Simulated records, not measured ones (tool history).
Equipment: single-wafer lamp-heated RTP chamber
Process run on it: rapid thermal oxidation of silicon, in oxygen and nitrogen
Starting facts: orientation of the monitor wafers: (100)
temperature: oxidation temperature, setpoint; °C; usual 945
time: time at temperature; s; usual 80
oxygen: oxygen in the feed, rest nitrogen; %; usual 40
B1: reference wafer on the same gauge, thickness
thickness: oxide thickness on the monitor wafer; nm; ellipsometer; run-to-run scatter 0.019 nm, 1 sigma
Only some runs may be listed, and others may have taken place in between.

Run 1, hour 0: usual settings; B1 3.052. Result: thickness 3.674 nm.
Run 2, hour 26: usual settings but temperature 961 °C; B1 3.053. Result: thickness 4.015 nm.
Run 3, hour 55.7: usual settings; B1 3.052. Result: thickness 3.684 nm.
Run 4, hour 78.1: usual settings; B1 3.056. Result: thickness 3.713 nm.
Run 5, hour 109.8: usual settings; B1 3.052. Result: thickness 3.683 nm.
Run 6, hour 145.6: usual settings but time 107 s; B1 3.055. Result: thickness 4.117 nm.
Run 7, hour 165.6: usual settings but time 107 s; B1 2.913. Result: thickness 3.918 nm.
Run 8, hour 197: usual settings but time 107 s; B1 2.931. Result: thickness 3.944 nm.
Run 9, hour 267: usual settings but temperature 931 °C, time 59 s; B1 2.945. Result: thickness 3.023 nm.
Run 10, hour 283.8: usual settings but temperature 931 °C, time 59 s; B1 2.951. Result: thickness 3.024 nm.
Run 11, hour 307.3: usual settings but temperature 931 °C, time 59 s; B1 2.957. Result: thickness 3.003 nm.
Run 12, hour 332.3: usual settings but time 101 s; B1 2.963. Result: thickness 3.895 nm.
Run 13, hour 359.9: usual settings but time 101 s; B1 2.974. Result: thickness 3.889 nm.
Run 14, hour 378.4: usual settings but time 101 s; B1 2.978. Result: thickness 3.913 nm.
Run 15, hour 406.1: usual settings; B1 2.987. Result: thickness 3.645 nm.
Run 16, hour 438.1: usual settings; B1 2.991. Result: thickness 3.639 nm.
Run 17, hour 466.8: usual settings but temperature 961 °C, time 109 s, oxygen 52 %; B1 2.999. Result: thickness 4.888 nm.
Run 18, hour 496.3: usual settings but time 47 s, oxygen 58 %; B1 2.996. Result: thickness 3.336 nm.
Run 19, hour 514.7: usual settings but temperature 935 °C; B1 3.005. Result: thickness 3.455 nm.
Run 20, hour 529.7: usual settings but oxygen 20 %; B1 2.998. Result: thickness 3.139 nm.
Run 21, hour 543: usual settings but time 69 s; B1 3.012. Result: thickness 3.461 nm.
Run 22, hour 559.4: usual settings but time 113 s; B1 3.005. Result: thickness 4.094 nm.
Run 23, hour 579.6: usual settings but temperature 967 °C, time 97 s, oxygen 31 %; B1 3.006. Result: thickness 4.153 nm.
Run 24, hour 598.3: usual settings; B1 3.014. Result: thickness 3.648 nm.
Run 25, hour 620.2: usual settings but time 118 s, oxygen 48 %; B1 3.011. Result: thickness 4.42 nm.
Run 26, hour 634.9: usual settings but temperature 961 °C, oxygen 19 %; B1 3.02. Result: thickness 3.309 nm.
Run 27, hour 658.9: usual settings but time 53 s; B1 3.021. Result: thickness 3.195 nm.
Run 28, hour 673.8: usual settings but oxygen 22 %; B1 3.018. Result: thickness 3.197 nm.
Run 29, hour 697: usual settings but oxygen 17 %; B1 3.024. Result: thickness 3.041 nm.
Run 30, hour 709.8: usual settings but temperature 967 °C, time 97 s, oxygen 31 %; B1 3.024. Result: thickness 4.159 nm.
Run 31, hour 736.7: usual settings but temperature 973 °C, time 64 s, oxygen 25 %; B1 3.03. Result: thickness 3.521 nm.
Run 32, hour 754.2: usual settings but temperature 935 °C, time 43 s, oxygen 23 %; B1 3.021. Result: thickness 2.685 nm.
Run 33, hour 779.8: usual settings; B1 3.029. Result: thickness 3.653 nm.
Run 34, hour 792: usual settings but oxygen 23 %; B1 3.027. Result: thickness 3.231 nm.
Run 35, hour 812.5: usual settings; B1 3.028. Result: thickness 3.672 nm.
Run 36, hour 847.4: usual settings but temperature 936 °C, time 42 s, oxygen 62 %; B1 3.031. Result: thickness 3.123 nm.
Run 37, hour 878.5: usual settings but temperature 915 °C, time 56 s; B1 3.036. Result: thickness 2.885 nm.

Put back what was entered between runs (6 entries, withheld): which listed runs does each sit between, and how does the hidden state differ from the listed run before to the listed run after?
Between runs 3 and 4: pyrometer window cleaned and pyrometer calibrated (hour 77.6)
  gauge reads high (%): 4.89 -> 4.91
  the result without the hidden state subtracted from the measured one, thickness: +0.172 -> +0.174 nm
Between runs 6 and 7: gauge calibrated (hour 159.9)
  gauge reads high (%): 4.95 -> 0.214
  the result without the hidden state subtracted from the measured one, thickness: +0.194 -> +0.009 nm
Between runs 10 and 11: pyrometer window cleaned and pyrometer calibrated (hour 306.8)
  gauge reads high (%): 1.49 -> 1.7
  the result without the hidden state subtracted from the measured one, thickness: +0.045 -> +0.05 nm
Between runs 17 and 18: pyrometer window cleaned and pyrometer calibrated (hour 484.6)
  gauge reads high (%): 2.83 -> 3
  the result without the hidden state subtracted from the measured one, thickness: +0.134 -> +0.097 nm
Between runs 24 and 25: oxygen flow controller replaced (hour 619.7)
  gauge reads high (%): 3.48 -> 3.57
  the result without the hidden state subtracted from the measured one, thickness: +0.122 -> +0.153 nm
Between runs 27 and 28: pyrometer window cleaned and pyrometer calibrated (hour 672.5)
  gauge reads high (%): 3.72 -> 3.77
  the result without the hidden state subtracted from the measured one, thickness: +0.114 -> +0.116 nm
